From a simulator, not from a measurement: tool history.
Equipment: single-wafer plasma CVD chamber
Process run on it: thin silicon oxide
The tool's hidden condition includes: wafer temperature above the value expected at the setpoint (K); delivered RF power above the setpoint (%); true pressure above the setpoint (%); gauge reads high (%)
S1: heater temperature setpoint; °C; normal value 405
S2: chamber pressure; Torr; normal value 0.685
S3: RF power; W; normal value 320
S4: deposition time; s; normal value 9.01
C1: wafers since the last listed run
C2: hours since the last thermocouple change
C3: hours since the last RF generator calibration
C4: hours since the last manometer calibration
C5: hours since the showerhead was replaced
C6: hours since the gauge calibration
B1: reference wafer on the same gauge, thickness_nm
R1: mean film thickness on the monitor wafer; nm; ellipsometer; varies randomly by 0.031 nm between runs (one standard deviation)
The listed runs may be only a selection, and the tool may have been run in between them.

run   hour   S1     S2   S3    S4    C1      C2      C3      C4      C5     C6      B1      R1
  1      0  405  0.685  320  9.01     0  1188.5  1334.4  1668.3  2999.4   54.9  18.299    14.6
  2   34.6  405  0.685  320  9.01   589  1223.1    1369  1702.9    3034   89.5  18.301  14.631
  3   48.4  405  0.685  320  9.01   234  1236.9  1382.8  1716.7  3047.8  103.3  18.298  14.521
  4   62.3  405  0.685  320  9.01   236  1250.8  1396.7  1730.6  3061.7  117.2  18.279  14.563
  5   96.3  405  0.685  320  9.47   578  1284.8  1430.7  1764.6  3095.7  151.2  18.305  15.248
  6  117.3  405  0.685  320  9.47   357  1305.8  1451.7  1785.6  3116.7  172.2  18.311  15.258
  7  149.5  405  0.685  320  9.47   548    1338  1483.9  1817.8  3148.9  204.4  18.305  15.205
     161.3  -- capacitance manometer re-zeroed and calibrated
  8  162.5  405  0.685  320  9.01    85    1351  1496.9     1.2  3161.9  217.4  18.301  15.212
  9  182.6  405  0.685  320  9.01   342  1371.1    1517    21.3    3182  237.5  18.306  15.253
 10  213.5  405  0.685  320  9.01   526    1402  1547.9    52.2  3212.9  268.4  18.292  15.239
 11  243.6  405  0.685  320  9.01   512  1432.1    1578    82.3    3243  298.5  18.299  15.325
     257.6  -- thermocouple changed; heater temperature recalibrated
 12  273.8  405  0.566  280  9.01   378    16.2  1608.2   112.5  3273.2  328.7   18.31  12.143
     301.7  -- RF generator calibrated
 13    377  405  0.685  320  9.93  1620   119.4    75.3   215.7  3376.4  431.9  18.305  17.117
     388.3  -- showerhead replaced
     396.2  -- gauge calibrated
 14  396.3  405  0.768  370  9.01   192   138.7    94.6     235       8    0.1  18.304  18.003
 15  425.2  405  0.637  320  8.46   492   167.6   123.5   263.9    36.9     29  18.308  13.548
 16  453.7  405  0.685  320  9.01   485   196.1     152   292.4    65.4   57.5   18.29  15.503
 17  474.1  405  0.685  320  9.01   347   216.5   172.4   312.8    85.8   77.9  18.294  15.495
 18  496.5  414  0.535  255  9.46   381   238.9   194.8   335.2   108.2  100.3  18.319  11.752
 19  527.6  399  0.685  320  9.83   529     270   225.9   366.3   139.3  131.4  18.294  16.943
 20  541.2  395  0.629  270  8.16   231   283.6   239.5   379.9   152.9    145  18.296  12.342
 21  569.2  418  0.685  320   7.4   476   311.6   267.5   407.9   180.9    173  18.314  12.548
 22  581.2  418  0.685  340  9.01   204   323.6   279.5   419.9   192.9    185  18.303  15.466
 23  595.2  405  0.685  320  9.01   238   337.6   293.5   433.9   206.9    199  18.302  15.369
 24  613.3  405  0.637  320  8.46   308   355.7   311.6     452     225  217.1  18.297  13.488
 25  642.9  405  0.517  290  9.01   504   385.3   341.2   481.6   254.6  246.7  18.306  11.233
 26  661.4  405  0.838  320  7.48   315   403.8   359.7   500.1   273.1  265.2  18.296  15.428
 27  693.9  405  0.685  320  9.01   553   436.3   392.2   532.6   305.6  297.7  18.294  15.361
 28  717.3  405  0.637  320  8.46   398   459.7   415.6     556     329  321.1  18.307  13.366

Each row is a separate what-if for the run after 28, all from the same tool condition, not one after another. Results?
  A  717.7  405   0.84  320  9.01   6  460.1  416  556.4  329.4  321.5   ?   ?
  B  717.7  405  0.685  320  7.44   6  460.1  416  556.4  329.4  321.5   ?   ?
  C  717.7  405  0.533  345  9.01   6  460.1  416  556.4  329.4  321.5   ?   ?
  D  717.7  405  0.685  350   7.6   6  460.1  416  556.4  329.4  321.5   ?   ?
  E  717.7  417   0.56  320  8.55   6  460.1  416  556.4  329.4  321.5   ?   ?

run      B1      R1
  A  18.314  18.563
  B  18.314  12.658
  C  18.314  12.078
  D  18.314  13.241
  E  18.314   11.73
With no hidden state in the tool, these same runs would have given:
run      R1
  A  18.779
  B  12.806
  C   12.22
  D  13.396
  E  11.868
